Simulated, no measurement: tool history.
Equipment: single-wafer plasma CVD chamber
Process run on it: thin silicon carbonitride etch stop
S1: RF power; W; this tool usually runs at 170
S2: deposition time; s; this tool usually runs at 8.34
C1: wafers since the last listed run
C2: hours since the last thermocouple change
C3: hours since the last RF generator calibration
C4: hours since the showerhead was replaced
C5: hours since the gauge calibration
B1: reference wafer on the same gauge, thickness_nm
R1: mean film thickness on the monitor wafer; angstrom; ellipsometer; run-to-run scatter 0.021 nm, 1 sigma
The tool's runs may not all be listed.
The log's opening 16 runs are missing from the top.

run,hour,S1,S2,C1,C2,C3,C4,C5,B1,R1
17,1002.8,170,8.34,915,224.9,1022.4,296.3,54.1,4.159,44.35
18,1066.6,170,8.34,1569,288.7,1086.2,360.1,117.9,4.157,44.41
# hour 1142: RF generator calibrated
19,1144.4,150,7.7,1717,366.5,2.4,437.9,195.7,4.16,40.3
20,1250.8,185,8.34,2617,472.9,108.8,544.3,302.1,4.16,46.98
21,1356.3,195,9.56,2595,578.4,214.3,649.8,407.6,4.161,54.05
22,1581.3,160,9.6,5534,803.4,439.3,874.8,632.6,4.16,51.11
23,1684.9,170,8.34,2548,907,542.9,978.4,736.2,4.158,45.22
24,1809.7,170,8.34,3070,1031.8,667.7,1103.2,861,4.162,45.06
25,1862,190,9.55,1286,1084.1,720,1155.5,913.3,4.161,53.39
26,1950.1,170,8.34,2167,1172.2,808.1,1243.6,1001.4,4.162,45.02
27,2040.4,160,7.6,2221,1262.5,898.4,1333.9,1091.7,4.16,39.89
28,2078.8,140,9.62,944,1300.9,936.8,1372.3,1130.1,4.16,49.12
29,2149.7,160,9.37,1744,1371.8,1007.7,1443.2,1201,4.158,48.84
30,2200.6,170,8.34,1252,1422.7,1058.6,1494.1,1251.9,4.161,44.14
31,2252.9,170,8.34,1286,1475,1110.9,1546.4,1304.2,4.161,44.26
# hour 2304.6: RF generator calibrated
32,2345.7,150,8.91,2086,1567.8,41.1,1639.2,1397,4.161,46.63
33,2416.4,170,8.34,1739,1638.5,111.8,1709.9,1467.7,4.158,45.62
34,2473.5,155,9.24,1404,1695.6,168.9,1767,1524.8,4.16,49.18

5 ways to go on from here, each from the tool as it stands after run 34. What would each give?
A,2473.9,170,9.87,9,1696,169.3,1767.4,1525.2,?,?
B,2473.9,135,7.71,9,1696,169.3,1767.4,1525.2,?,?
C,2473.9,190,7.6,9,1696,169.3,1767.4,1525.2,?,?
D,2473.9,170,9.21,9,1696,169.3,1767.4,1525.2,?,?
E,2473.9,185,7.57,9,1696,169.3,1767.4,1525.2,?,?

run,B1,R1
A,4.163,54.02
B,4.163,39.37
C,4.163,43.01
D,4.163,50.41
E,4.163,42.5
With the hidden condition removed and each run's random variation left untouched, the same runs would have given:
run,R1
A,54.07
B,39.41
C,43.05
D,50.46
E,42.54
